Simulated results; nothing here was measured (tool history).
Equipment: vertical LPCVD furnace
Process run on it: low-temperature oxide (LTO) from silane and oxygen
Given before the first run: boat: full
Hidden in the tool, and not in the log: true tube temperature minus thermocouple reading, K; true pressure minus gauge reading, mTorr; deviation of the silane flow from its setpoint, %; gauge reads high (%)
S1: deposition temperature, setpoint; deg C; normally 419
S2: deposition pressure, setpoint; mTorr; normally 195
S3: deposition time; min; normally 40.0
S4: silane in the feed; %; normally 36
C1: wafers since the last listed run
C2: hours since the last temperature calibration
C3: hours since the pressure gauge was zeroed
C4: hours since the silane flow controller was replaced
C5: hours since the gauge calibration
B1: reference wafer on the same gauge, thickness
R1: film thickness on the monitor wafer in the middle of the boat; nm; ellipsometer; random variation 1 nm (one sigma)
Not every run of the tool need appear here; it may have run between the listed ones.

run 1 hour=0.0 | S1=412 S2=195 S3=40.0 S4=36 | C1=0 C2=2443.9 C3=2522.0 C4=1883.3 C5=836.4 | B1=405.92 | R1=349.74
run 2 hour=73.1 | S1=412 S2=195 S3=40.0 S4=36 | C1=1172 C2=2517.0 C3=2595.1 C4=1956.4 C5=909.5 | B1=406.27 | R1=348.63
run 3 hour=100.4 | S1=412 S2=195 S3=40.0 S4=36 | C1=437 C2=2544.3 C3=2622.4 C4=1983.7 C5=936.8 | B1=405.90 | R1=348.61
run 4 hour=160.4 | S1=419 S2=195 S3=40.0 S4=39 | C1=962 C2=2604.3 C3=2682.4 C4=2043.7 C5=996.8 | B1=406.42 | R1=417.22
run 5 hour=186.7 | S1=419 S2=195 S3=40.0 S4=36 | C1=421 C2=2630.6 C3=2708.7 C4=2070.0 C5=1023.1 | B1=405.77 | R1=375.98
run 6 hour=211.5 | S1=419 S2=195 S3=40.0 S4=36 | C1=397 C2=2655.4 C3=2733.5 C4=2094.8 C5=1047.9 | B1=406.15 | R1=376.97
run 7 hour=254.0 | S1=419 S2=195 S3=40.0 S4=36 | C1=681 C2=2697.9 C3=2776.0 C4=2137.3 C5=1090.4 | B1=406.17 | R1=379.39
run 8 hour=307.8 | S1=419 S2=195 S3=40.0 S4=36 | C1=862 C2=2751.7 C3=2829.8 C4=2191.1 C5=1144.2 | B1=406.37 | R1=376.70
run 9 hour=351.7 | S1=419 S2=195 S3=40.0 S4=36 | C1=704 C2=2795.6 C3=2873.7 C4=2235.0 C5=1188.1 | B1=405.51 | R1=378.26
run 10 hour=387.2 | S1=419 S2=195 S3=40.0 S4=36 | C1=569 C2=2831.1 C3=2909.2 C4=2270.5 C5=1223.6 | B1=405.98 | R1=380.15
run 11 hour=436.9 | S1=419 S2=195 S3=40.0 S4=36 | C1=797 C2=2880.8 C3=2958.9 C4=2320.2 C5=1273.3 | B1=406.15 | R1=379.75
-- hour=574.5 thermocouples replaced and temperature profile calibrated
run 12 hour=600.3 | S1=419 S2=195 S3=40.0 S4=36 | C1=2236 C2=25.8 C3=3122.3 C4=2483.6 C5=1436.7 | B1=406.28 | R1=379.23
-- hour=642.5 gauge calibrated
run 13 hour=669.6 | S1=419 S2=195 S3=40.0 S4=36 | C1=1111 C2=95.1 C3=3191.6 C4=2552.9 C5=27.1 | B1=405.75 | R1=379.70
run 14 hour=740.2 | S1=419 S2=195 S3=40.0 S4=36 | C1=1132 C2=165.7 C3=3262.2 C4=2623.5 C5=97.7 | B1=406.71 | R1=379.60
run 15 hour=777.5 | S1=419 S2=195 S3=40.0 S4=36 | C1=598 C2=203.0 C3=3299.5 C4=2660.8 C5=135.0 | B1=406.17 | R1=381.83
run 16 hour=834.6 | S1=414 S2=150 S3=30.5 S4=36 | C1=915 C2=260.1 C3=3356.6 C4=2717.9 C5=192.1 | B1=405.69 | R1=211.52
run 17 hour=905.8 | S1=413 S2=235 S3=34.0 S4=29 | C1=1142 C2=331.3 C3=3427.8 C4=2789.1 C5=263.3 | B1=405.74 | R1=276.25
run 18 hour=962.9 | S1=419 S2=195 S3=40.0 S4=36 | C1=915 C2=388.4 C3=3484.9 C4=2846.2 C5=320.4 | B1=406.56 | R1=382.69
run 19 hour=1024.7 | S1=425 S2=225 S3=40.0 S4=36 | C1=991 C2=450.2 C3=3546.7 C4=2908.0 C5=382.2 | B1=406.15 | R1=466.96
-- hour=1055.3 silane flow controller replaced
run 20 hour=1063.1 | S1=419 S2=240 S3=40.0 S4=36 | C1=230 C2=488.6 C3=3585.1 C4=7.8 C5=420.6 | B1=405.30 | R1=478.40
run 21 hour=1112.9 | S1=425 S2=195 S3=40.0 S4=36 | C1=798 C2=538.4 C3=3634.9 C4=57.6 C5=470.4 | B1=406.18 | R1=415.94
-- hour=1142.6 pressure gauge zeroed
run 22 hour=1181.4 | S1=428 S2=230 S3=40.0 S4=40 | C1=713 C2=606.9 C3=38.8 C4=126.1 C5=538.9 | B1=406.02 | R1=565.97
run 23 hour=1252.2 | S1=411 S2=160 S3=48.0 S4=40 | C1=1135 C2=677.7 C3=109.6 C4=196.9 C5=609.7 | B1=406.00 | R1=396.40
run 24 hour=1282.7 | S1=419 S2=195 S3=40.0 S4=31 | C1=489 C2=708.2 C3=140.1 C4=227.4 C5=640.2 | B1=406.09 | R1=324.12
run 25 hour=1307.3 | S1=419 S2=195 S3=40.0 S4=36 | C1=394 C2=732.8 C3=164.7 C4=252.0 C5=664.8 | B1=406.22 | R1=389.41
-- hour=1388.6 silane flow controller replaced, repeated, since the last time left the tool worse
run 26 hour=1435.0 | S1=419 S2=195 S3=40.0 S4=36 | C1=1663 C2=860.5 C3=292.4 C4=46.4 C5=792.5 | B1=405.96 | R1=369.13
run 27 hour=1477.7 | S1=429 S2=160 S3=29.0 S4=31 | C1=684 C2=903.2 C3=335.1 C4=89.1 C5=835.2 | B1=406.74 | R1=199.44
run 28 hour=1536.5 | S1=424 S2=150 S3=34.5 S4=30 | C1=943 C2=962.0 C3=393.9 C4=147.9 C5=894.0 | B1=405.53 | R1=201.56
run 29 hour=1595.8 | S1=429 S2=160 S3=29.0 S4=31 | C1=951 C2=1021.3 C3=453.2 C4=207.2 C5=953.3 | B1=405.28 | R1=199.84
run 30 hour=1643.1 | S1=419 S2=155 S3=40.0 S4=40 | C1=758 C2=1068.6 C3=500.5 C4=254.5 C5=1000.6 | B1=406.10 | R1=331.16
run 31 hour=1682.8 | S1=412 S2=195 S3=40.0 S4=36 | C1=636 C2=1108.3 C3=540.2 C4=294.2 C5=1040.3 | B1=405.60 | R1=342.57

Branching from run 31: 4 alternative next runs. What would each branch give?
run A hour=1687.0 | S1=424 S2=195 S3=40.0 S4=36 | C1=67 C2=1112.5 C3=544.4 C4=298.4 C5=1044.5 | B1=? | R1=?
run B hour=1687.0 | S1=413 S2=220 S3=47.5 S4=41 | C1=67 C2=1112.5 C3=544.4 C4=298.4 C5=1044.5 | B1=? | R1=?
run C hour=1687.0 | S1=419 S2=195 S3=48.0 S4=36 | C1=67 C2=1112.5 C3=544.4 C4=298.4 C5=1044.5 | B1=? | R1=?
run D hour=1687.0 | S1=424 S2=195 S3=53.5 S4=36 | C1=67 C2=1112.5 C3=544.4 C4=298.4 C5=1044.5 | B1=? | R1=?

run=A B1=405.78 R1=388.35
run=B B1=405.78 R1=540.75
run=C B1=405.78 R1=442.26
run=D B1=405.78 R1=519.42
Without the tool's unlogged condition, the same runs would have read:
run=A R1=387.76
run=B R1=540.07
run=C R1=441.58
run=D R1=518.63
